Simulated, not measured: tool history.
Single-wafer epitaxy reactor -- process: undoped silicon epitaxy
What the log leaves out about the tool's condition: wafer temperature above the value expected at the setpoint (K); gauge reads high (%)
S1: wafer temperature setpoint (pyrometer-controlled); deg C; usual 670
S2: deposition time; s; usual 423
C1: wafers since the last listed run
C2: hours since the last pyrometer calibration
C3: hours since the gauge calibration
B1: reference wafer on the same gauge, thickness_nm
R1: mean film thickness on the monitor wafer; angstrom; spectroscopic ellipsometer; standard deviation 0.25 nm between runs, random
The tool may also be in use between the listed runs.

run 1 hour=0.0 | S1=670 S2=447 | C1=0 C2=1158.7 C3=103.5 | B1=109.925 | R1=1297.75
run 2 hour=16.7 | S1=670 S2=447 | C1=50 C2=1175.4 C3=120.2 | B1=109.952 | R1=1304.73
run 3 hour=27.2 | S1=670 S2=447 | C1=31 C2=1185.9 C3=130.7 | B1=109.965 | R1=1304.78
run 4 hour=41.0 | S1=663 S2=423 | C1=41 C2=1199.7 C3=144.5 | B1=109.993 | R1=1041.41
run 5 hour=51.8 | S1=677 S2=395 | C1=32 C2=1210.5 C3=155.3 | B1=109.984 | R1=1356.27
run 6 hour=67.7 | S1=677 S2=395 | C1=48 C2=1226.4 C3=171.2 | B1=110.040 | R1=1356.89
run 7 hour=77.4 | S1=677 S2=395 | C1=29 C2=1236.1 C3=180.9 | B1=109.996 | R1=1352.06
run 8 hour=84.5 | S1=681 S2=423 | C1=21 C2=1243.2 C3=188.0 | B1=110.022 | R1=1593.40
run 9 hour=92.7 | S1=660 S2=423 | C1=24 C2=1251.4 C3=196.2 | B1=110.058 | R1=970.25
run 10 hour=101.2 | S1=675 S2=423 | C1=25 C2=1259.9 C3=204.7 | B1=110.084 | R1=1386.26
run 11 hour=114.3 | S1=675 S2=423 | C1=39 C2=1273.0 C3=217.8 | B1=110.029 | R1=1381.30
run 12 hour=127.2 | S1=673 S2=423 | C1=39 C2=1285.9 C3=230.7 | B1=110.100 | R1=1322.35
run 13 hour=142.6 | S1=670 S2=365 | C1=46 C2=1301.3 C3=246.1 | B1=109.983 | R1=1063.63
run 14 hour=160.3 | S1=670 S2=365 | C1=53 C2=1319.0 C3=263.8 | B1=109.945 | R1=1066.90
run 15 hour=171.4 | S1=670 S2=365 | C1=33 C2=1330.1 C3=274.9 | B1=109.979 | R1=1062.83
run 16 hour=187.3 | S1=670 S2=460 | C1=48 C2=1346.0 C3=290.8 | B1=109.941 | R1=1341.83
run 17 hour=202.6 | S1=670 S2=460 | C1=46 C2=1361.3 C3=306.1 | B1=109.992 | R1=1345.90
-- hour=211.8 gauge calibrated
run 18 hour=220.3 | S1=670 S2=423 | C1=53 C2=1379.0 C3=8.5 | B1=109.947 | R1=1233.77
-- hour=232.3 pyrometer calibrated
run 19 hour=237.1 | S1=670 S2=423 | C1=26 C2=4.8 C3=25.3 | B1=110.012 | R1=1164.25
run 20 hour=245.8 | S1=670 S2=477 | C1=26 C2=13.5 C3=34.0 | B1=109.974 | R1=1319.72
run 21 hour=261.5 | S1=670 S2=423 | C1=47 C2=29.2 C3=49.7 | B1=110.008 | R1=1168.45
run 22 hour=277.7 | S1=665 S2=471 | C1=49 C2=45.4 C3=65.9 | B1=110.051 | R1=1157.58
run 23 hour=285.2 | S1=670 S2=423 | C1=22 C2=52.9 C3=73.4 | B1=110.108 | R1=1167.01
run 24 hour=293.9 | S1=682 S2=392 | C1=26 C2=61.6 C3=82.1 | B1=110.025 | R1=1434.10
run 25 hour=306.3 | S1=663 S2=469 | C1=37 C2=74.0 C3=94.5 | B1=109.953 | R1=1102.14
run 26 hour=322.5 | S1=656 S2=462 | C1=49 C2=90.2 C3=110.7 | B1=110.032 | R1=915.16
run 27 hour=337.7 | S1=670 S2=423 | C1=46 C2=105.4 C3=125.9 | B1=109.963 | R1=1178.78
run 28 hour=353.2 | S1=670 S2=423 | C1=47 C2=120.9 C3=141.4 | B1=109.983 | R1=1177.08
run 29 hour=360.0 | S1=656 S2=457 | C1=20 C2=127.7 C3=148.2 | B1=109.991 | R1=907.96
run 30 hour=367.4 | S1=676 S2=364 | C1=22 C2=135.1 C3=155.6 | B1=110.067 | R1=1166.65
run 31 hour=379.0 | S1=670 S2=423 | C1=35 C2=146.7 C3=167.2 | B1=110.060 | R1=1180.96
run 32 hour=385.8 | S1=670 S2=385 | C1=20 C2=153.5 C3=174.0 | B1=110.009 | R1=1074.31
run 33 hour=392.1 | S1=670 S2=377 | C1=19 C2=159.8 C3=180.3 | B1=110.041 | R1=1052.81
run 34 hour=408.8 | S1=661 S2=450 | C1=50 C2=176.5 C3=197.0 | B1=110.055 | R1=1017.06
run 35 hour=422.3 | S1=679 S2=399 | C1=40 C2=190.0 C3=210.5 | B1=109.962 | R1=1374.27
run 36 hour=435.2 | S1=682 S2=478 | C1=39 C2=202.9 C3=223.4 | B1=109.975 | R1=1767.68
run 37 hour=445.9 | S1=670 S2=423 | C1=32 C2=213.6 C3=234.1 | B1=109.954 | R1=1185.69
run 38 hour=459.3 | S1=684 S2=461 | C1=40 C2=227.0 C3=247.5 | B1=109.958 | R1=1798.96
run 39 hour=466.2 | S1=664 S2=492 | C1=20 C2=233.9 C3=254.4 | B1=109.924 | R1=1202.08
run 40 hour=513.3 | S1=670 S2=423 | C1=143 C2=281.0 C3=301.5 | B1=110.015 | R1=1191.10
run 41 hour=519.4 | S1=670 S2=423 | C1=18 C2=287.1 C3=307.6 | B1=110.064 | R1=1196.74
-- hour=526.0 gauge calibrated
run 42 hour=534.2 | S1=658 S2=342 | C1=44 C2=301.9 C3=8.2 | B1=109.981 | R1=727.51
run 43 hour=541.2 | S1=663 S2=384 | C1=21 C2=308.9 C3=15.2 | B1=109.992 | R1=916.58
run 44 hour=551.0 | S1=665 S2=501 | C1=29 C2=318.7 C3=25.0 | B1=110.004 | R1=1256.32

For each run, what was the tool's unlogged condition?
gauge reads high (%): 0 in every run
H1: wafer temperature above the value expected at the setpoint (K)
run=1 H1=2.36
run=2 H1=2.36
run=3 H1=2.37
run=4 H1=2.37
run=5 H1=2.38
run=6 H1=2.39
run=7 H1=2.39
run=8 H1=2.39
run=9 H1=2.4
run=10 H1=2.4
run=11 H1=2.41
run=12 H1=2.41
run=13 H1=2.42
run=14 H1=2.42
run=15 H1=2.43
run=16 H1=2.43
run=17 H1=2.44
run=18 H1=2.44
run=19 H1=-0.0569
run=20 H1=-0.0148
run=21 H1=0.0594
run=22 H1=0.134
run=23 H1=0.167
run=24 H1=0.205
run=25 H1=0.259
run=26 H1=0.327
run=27 H1=0.388
run=28 H1=0.449
run=29 H1=0.475
run=30 H1=0.504
run=31 H1=0.547
run=32 H1=0.572
run=33 H1=0.594
run=34 H1=0.653
run=35 H1=0.699
run=36 H1=0.742
run=37 H1=0.777
run=38 H1=0.82
run=39 H1=0.841
run=40 H1=0.98
run=41 H1=0.997
run=42 H1=1.04
run=43 H1=1.06
run=44 H1=1.08

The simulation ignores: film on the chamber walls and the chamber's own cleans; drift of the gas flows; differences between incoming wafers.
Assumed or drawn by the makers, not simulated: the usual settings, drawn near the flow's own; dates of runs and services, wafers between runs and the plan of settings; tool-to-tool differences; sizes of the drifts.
